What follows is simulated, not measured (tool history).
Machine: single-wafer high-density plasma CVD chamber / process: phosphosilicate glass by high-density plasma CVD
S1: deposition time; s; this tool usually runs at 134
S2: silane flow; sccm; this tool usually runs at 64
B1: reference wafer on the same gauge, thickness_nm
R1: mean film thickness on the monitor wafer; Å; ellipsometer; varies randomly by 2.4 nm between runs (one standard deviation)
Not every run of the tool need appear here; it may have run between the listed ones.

| run | hour | S1 | S2 | B1 | R1 |
|---|---|---|---|---|---|
| 1 | 0.0 | 134 | 64 | 739.686 | 8777.35 |
| 2 | 23.7 | 134 | 64 | 738.754 | 8761.18 |
| 3 | 30.6 | 134 | 64 | 739.125 | 8828.26 |
| 4 | 47.5 | 134 | 56 | 739.129 | 7844.86 |
| 5 | 59.8 | 134 | 56 | 738.775 | 7887.74 |
| 6 | 67.0 | 134 | 56 | 739.419 | 7873.78 |
| 7 | 84.4 | 134 | 64 | 739.026 | 8798.58 |
| 8 | 98.5 | 134 | 64 | 738.384 | 8777.99 |
| 9 | 106.7 | 134 | 64 | 738.828 | 8773.45 |
|  | 116.2 | silane flow controller replaced |
| 10 | 123.8 | 134 | 64 | 738.366 | 8814.03 |
| 11 | 139.7 | 134 | 64 | 739.876 | 8807.50 |
| 12 | 149.8 | 134 | 64 | 738.900 | 8775.08 |
| 13 | 160.4 | 159 | 60 | 738.784 | 9898.14 |
| 14 | 176.5 | 155 | 58 | 738.205 | 9324.38 |

Run 15, settings as shown, results not yet in. Your forecast:
| 15 | 193.5 | 122 | 71 | ? | ? |

Run 15 produced B1 738.882, R1 8705.70 Å.
With no hidden state in the tool, this same run would have given R1 8705.70 Å.

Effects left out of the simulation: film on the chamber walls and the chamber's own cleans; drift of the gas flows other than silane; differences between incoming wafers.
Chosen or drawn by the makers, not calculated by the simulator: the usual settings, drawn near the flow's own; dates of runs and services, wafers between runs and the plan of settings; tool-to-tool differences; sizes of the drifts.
